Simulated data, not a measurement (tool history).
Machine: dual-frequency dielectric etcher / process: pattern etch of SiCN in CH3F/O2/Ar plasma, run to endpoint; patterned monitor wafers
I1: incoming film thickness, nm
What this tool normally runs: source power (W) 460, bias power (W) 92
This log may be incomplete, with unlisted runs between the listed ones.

Run 1, hour 0: usual settings but source power (W) 520, bias power (W) 103; I1 7.41. Result: endpoint time (s) 15.3.
Run 2, hour 88.4: usual settings but source power (W) 520, bias power (W) 103; I1 7.39. Result: endpoint time (s) 15.4.
Run 3, hour 126.4: usual settings; I1 7.42. Result: endpoint time (s) 16.6.
Run 4, hour 174.4: usual settings; I1 7.4. Result: endpoint time (s) 16.5.
Run 5, hour 279.2: usual settings; I1 7.36. Result: endpoint time (s) 16.5.
Run 6, hour 345.3: usual settings; I1 7.46. Result: endpoint time (s) 16.8.
Run 7, hour 406: usual settings; I1 7.34. Result: endpoint time (s) 16.5.
Run 8, hour 443.8: usual settings; I1 7.49. Result: endpoint time (s) 16.7.
Run 9, hour 542.5: usual settings; I1 7.4. Result: endpoint time (s) 16.7.
Run 10, hour 644.1: usual settings; I1 7.43. Result: endpoint time (s) 16.8.
Run 11, hour 749.5: usual settings; I1 7.4. Result: endpoint time (s) 16.6.
Run 12, hour 847.5: usual settings; I1 7.44. Result: endpoint time (s) 16.8.
Run 13, hour 914: usual settings; I1 7.45. Result: endpoint time (s) 16.8.
Run 14, hour 1017.7: usual settings; I1 7.38. Result: endpoint time (s) 16.6.
Run 15, hour 1059.3: usual settings; I1 7.32. Result: endpoint time (s) 16.6.
Run 16, hour 1110.6: usual settings but source power (W) 400, bias power (W) 76; I1 7.4. Result: endpoint time (s) 18.8.
Run 17, hour 1158.7: usual settings but source power (W) 420, bias power (W) 71; I1 7.37. Result: endpoint time (s) 19.2.
Run 18, hour 1242.9: usual settings but source power (W) 420, bias power (W) 106; I1 7.48. Result: endpoint time (s) 16.1.
Run 19, hour 1296.2: usual settings; I1 7.37. Result: endpoint time (s) 16.6.
Run 20, hour 1510.9: usual settings; I1 7.42. Result: endpoint time (s) 16.7.
Run 21, hour 1565.5: usual settings but source power (W) 560, bias power (W) 102; I1 7.38. Result: endpoint time (s) 15.1.
Run 22, hour 1619.9: usual settings but source power (W) 560, bias power (W) 100; I1 7.47. Result: endpoint time (s) 15.5.
Run 23, hour 1693.8: usual settings but bias power (W) 101; I1 7.48. Result: endpoint time (s) 16.
Run 24, hour 1786.8: usual settings; I1 7.36. Result: endpoint time (s) 16.5.
Run 25, hour 1889: usual settings but source power (W) 390; I1 7.38. Result: endpoint time (s) 17.2.
Run 26, hour 1978.2: usual settings but bias power (W) 79; I1 7.35. Result: endpoint time (s) 17.6.
Run 27, hour 2045.1: usual settings but bias power (W) 84; I1 7.34. Result: endpoint time (s) 17.1.
Run 28, hour 2114.3: usual settings; I1 7.44. Result: endpoint time (s) 16.7.
Run 29, hour 2206.7: usual settings but source power (W) 580, bias power (W) 101; I1 7.38. Result: endpoint time (s) 15.1.
Run 30, hour 2286.2: usual settings; I1 7.41. Result: endpoint time (s) 16.6.
Run 31, hour 2378.4: usual settings but source power (W) 530, bias power (W) 112; I1 7.38. Result: endpoint time (s) 14.6.
Run 32, hour 2601.6: usual settings but source power (W) 390, bias power (W) 108; I1 7.42. Result: endpoint time (s) 15.9.
Run 33, hour 2663.5: usual settings but source power (W) 350, bias power (W) 85; I1 7.43. Result: endpoint time (s) 18.1.
Run 34, hour 2841.7: usual settings but source power (W) 420, bias power (W) 115; I1 7.4. Result: endpoint time (s) 15.3.

Missing from the log above: 8 entries noted between runs. For each, name the pair of listed runs it sits between and say how the tool's hidden condition differs from the listed run just before to the listed run just after:
Logged between run 5 and run 6: wet clean of the chamber (hour 335.6)
  bias power that arrives over what is set, %: -1.38 -> -1.49
Logged between run 13 and run 14: wet clean of the chamber (hour 958.5)
  bias power that arrives over what is set, %: -2.69 -> -2.95
Logged between run 19 and run 20: bias power generator calibrated (hour 1347.6); wet clean of the chamber (hour 1510.4)
  bias power that arrives over what is set, %: -3.7 -> -0.538
Logged between run 21 and run 22: source power generator calibrated (hour 1591.9)
  bias power that arrives over what is set, %: -0.55 -> -0.564
Logged between run 27 and run 28: wet clean of the chamber (hour 2075.9); upper electrode replaced (hour 2113.8)
  bias power that arrives over what is set, %: -0.794 -> -0.851
Logged between run 31 and run 32: wet clean of the chamber (hour 2582.5)
  bias power that arrives over what is set, %: -1.12 -> -1.4

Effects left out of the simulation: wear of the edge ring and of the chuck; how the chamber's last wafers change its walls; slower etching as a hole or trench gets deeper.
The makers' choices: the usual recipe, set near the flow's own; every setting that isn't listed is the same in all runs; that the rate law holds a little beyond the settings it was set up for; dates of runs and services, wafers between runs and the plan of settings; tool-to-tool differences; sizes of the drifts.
